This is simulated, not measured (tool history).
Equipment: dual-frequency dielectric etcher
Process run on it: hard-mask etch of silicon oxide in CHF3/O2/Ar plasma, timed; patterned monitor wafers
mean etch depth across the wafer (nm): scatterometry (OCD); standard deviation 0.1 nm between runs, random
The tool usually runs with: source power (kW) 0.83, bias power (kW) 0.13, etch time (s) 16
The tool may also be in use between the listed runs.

run   hour  source power (kW)  bias power (kW)  etch time (s)  read-back reference wafer on the same gauge, depth_nm  mean etch depth across the wafer (nm)
  1      0               0.83             0.13             13                                                  35.89                                  27.07
  2   57.5               0.83             0.13             16                                                  35.89                                  33.32
  3  120.9               0.83             0.13             16                                                  35.91                                  33.46
  4  156.4               0.83             0.13             16                                                  35.92                                  33.38
  5  204.9               0.83             0.13             16                                                  35.92                                  33.18
  6  272.5               0.83             0.13             16                                                   35.9                                  33.27
  7  303.4               0.83             0.13             16                                                  35.92                                  33.12
     310.8  -- source power generator calibrated
     335.3  -- upper electrode replaced
  8  368.3               0.93            0.145             16                                                  35.91                                  36.41
  9    393               0.83             0.13             16                                                   35.9                                  32.91
     431.8  -- bias power generator calibrated
 10  442.9               0.65            0.099             16                                                  35.89                                  26.18
     469.8  -- wet clean of the chamber
 11  507.9               0.93            0.156           14.5                                                  35.92                                  34.28
     542.9  -- gauge calibrated
 12  575.9               0.93            0.156           14.5                                                  35.89                                  34.35
 13  616.2               1.01             0.13             18                                                  35.88                                  41.19
 14  679.1               0.94             0.13           14.5                                                   35.9                                  32.16
 15  741.7                0.7             0.13           11.5                                                  35.94                                  21.85
 16  791.4               0.74            0.145           19.5                                                  35.86                                   39.6

Below are 5 alternative next runs, each starting from the tool's condition after run 16. Predict each:
  A  791.8               0.83             0.12             16                                                      ?                                      ?
  B  791.8               0.83            0.102             16                                                      ?                                      ?
  C  791.8               0.71             0.13             20                                                      ?                                      ?
  D  791.8               0.98             0.13             16                                                      ?                                      ?
  E  791.8               0.92             0.13             21                                                      ?                                      ?

run  read-back reference wafer on the same gauge, depth_nm  mean etch depth across the wafer (nm)
  A                                                  35.94                                  32.34
  B                                                  35.94                                  30.48
  C                                                  35.94                                  38.37
  D                                                  35.94                                   36.2
  E                                                  35.94                                  46.05
With the hidden condition removed and each run's random variation left untouched, the same runs would have given:
run  mean etch depth across the wafer (nm)
  A                                  32.61
  B                                  30.74
  C                                  38.69
  D                                   36.5
  E                                  46.43
